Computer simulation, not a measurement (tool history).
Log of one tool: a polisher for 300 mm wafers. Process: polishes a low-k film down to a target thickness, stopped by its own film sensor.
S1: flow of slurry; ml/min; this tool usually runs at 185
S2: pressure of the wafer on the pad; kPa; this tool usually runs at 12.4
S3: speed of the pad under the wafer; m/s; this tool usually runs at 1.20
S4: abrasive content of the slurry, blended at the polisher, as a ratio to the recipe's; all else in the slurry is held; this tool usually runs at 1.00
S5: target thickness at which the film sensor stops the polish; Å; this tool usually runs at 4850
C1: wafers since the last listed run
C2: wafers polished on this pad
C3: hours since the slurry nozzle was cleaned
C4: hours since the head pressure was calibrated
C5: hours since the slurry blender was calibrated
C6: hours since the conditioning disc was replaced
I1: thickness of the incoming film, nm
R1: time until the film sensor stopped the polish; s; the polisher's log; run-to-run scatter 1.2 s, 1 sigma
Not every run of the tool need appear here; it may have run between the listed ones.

run	hour	S1	S2	S3	S4	S5	C1	C2	C3	C4	C5	C6	I1	R1
1	0.0	185	12.4	1.48	1.00	4750	0	687	174.5	114.6	356.4	17.2	524.3	86.7
2	64.9	215	12.4	1.20	1.00	4850	541	1229	239.4	179.5	421.3	82.1	526.8	87.8
3	90.6	215	12.4	1.20	1.00	4850	214	1444	265.1	205.2	447.0	107.8	526.0	84.2
# hour 150.5: slurry blender recalibrated
4	151.3	185	12.4	1.20	1.00	4850	489	1934	325.8	265.9	0.8	168.5	536.8	114.6
5	253.8	185	12.4	0.86	1.00	4850	855	2789	428.3	368.4	103.3	271.0	525.0	115.2
# hour 256.9: slurry nozzle cleaned
6	278.7	240	12.4	1.20	1.00	4800	199	2989	21.8	393.3	128.2	295.9	532.6	104.5
7	304.2	185	12.4	1.44	1.00	4850	212	3202	47.3	418.8	153.7	321.4	526.1	71.9
# hour 334.2: worn pad replaced by a new one
# hour 488.2: conditioning disc replaced and pad reconditioned
8	517.9	205	12.4	1.20	1.00	4940	1733	1516	261.0	632.5	367.4	29.7	520.9	56.6
9	586.2	185	15.9	1.38	1.00	4770	570	2086	329.3	700.8	435.7	98.0	526.1	74.2
10	619.0	160	12.4	1.20	1.00	4850	273	2360	362.1	733.6	468.5	130.8	528.6	99.5
# hour 641.3: slurry blender recalibrated
11	671.8	185	12.4	1.20	1.00	4850	424	2784	414.9	786.4	30.5	183.6	533.8	107.8
# hour 716.8: slurry nozzle cleaned
12	735.3	150	12.4	1.20	1.00	4850	521	3306	18.5	849.9	94.0	247.1	538.0	113.6
13	770.6	125	12.4	0.92	1.00	4850	294	3600	53.8	885.2	129.3	282.4	530.0	127.7
# hour 811.1: worn pad replaced by a new one
14	830.7	185	12.4	1.20	1.00	4850	468	163	113.9	945.3	189.4	342.5	528.5	88.7
15	859.8	185	12.4	1.20	1.00	4850	242	406	143.0	974.4	218.5	371.6	526.3	86.2
16	916.5	185	12.4	1.06	0.80	4850	473	879	199.7	1031.1	275.2	428.3	536.6	133.0
17	958.0	150	12.4	1.20	1.00	4850	346	1225	241.2	1072.6	316.7	469.8	535.9	115.3
# hour 963.6: conditioning disc replaced and pad reconditioned
18	985.6	225	12.4	1.20	1.10	4910	213	1439	268.8	1100.2	344.3	22.0	530.1	78.1
19	1039.7	185	15.9	1.20	1.00	4760	451	1891	322.9	1154.3	398.4	76.1	518.8	73.0
# hour 1092.3: head pressure recalibrated
20	1092.8	145	12.4	1.20	0.75	4750	426	2317	376.0	0.5	451.5	129.2	535.4	163.0
# hour 1136.0: slurry nozzle cleaned
21	1146.5	185	12.4	1.20	0.85	4850	439	2757	10.5	54.2	505.2	182.9	530.2	99.5
# hour 1158.5: slurry blender recalibrated
22	1214.3	185	12.4	1.20	1.00	4850	549	3306	78.3	122.0	55.8	250.7	531.7	95.9
23	1252.5	185	11.0	1.20	1.10	4850	318	3625	116.5	160.2	94.0	288.9	529.6	97.5
24	1312.7	185	12.4	1.20	1.00	5000	502	4128	176.7	220.4	154.2	349.1	530.2	63.2

5 ways to go on from here, each from the tool as it stands after run 24. What would each give?
A	1313.2	185	15.2	1.20	1.00	4850	4	4132	177.2	220.9	154.7	349.6	521.3	?
B	1313.2	185	12.4	1.20	1.00	4950	4	4132	177.2	220.9	154.7	349.6	521.3	?
C	1313.2	185	15.2	1.44	1.20	4970	4	4132	177.2	220.9	154.7	349.6	521.3	?
D	1313.2	185	12.4	1.00	0.90	4930	4	4132	177.2	220.9	154.7	349.6	521.3	?
E	1313.2	210	12.4	1.04	1.00	5000	4	4132	177.2	220.9	154.7	349.6	521.3	?

run	R1
A	62.8
B	55.6
C	33.8
D	72.4
E	49.4
With the hidden condition removed and each run's random variation left untouched, the same runs would have given:
run	R1
A	60.8
B	53.9
C	32.7
D	70.2
E	48.0

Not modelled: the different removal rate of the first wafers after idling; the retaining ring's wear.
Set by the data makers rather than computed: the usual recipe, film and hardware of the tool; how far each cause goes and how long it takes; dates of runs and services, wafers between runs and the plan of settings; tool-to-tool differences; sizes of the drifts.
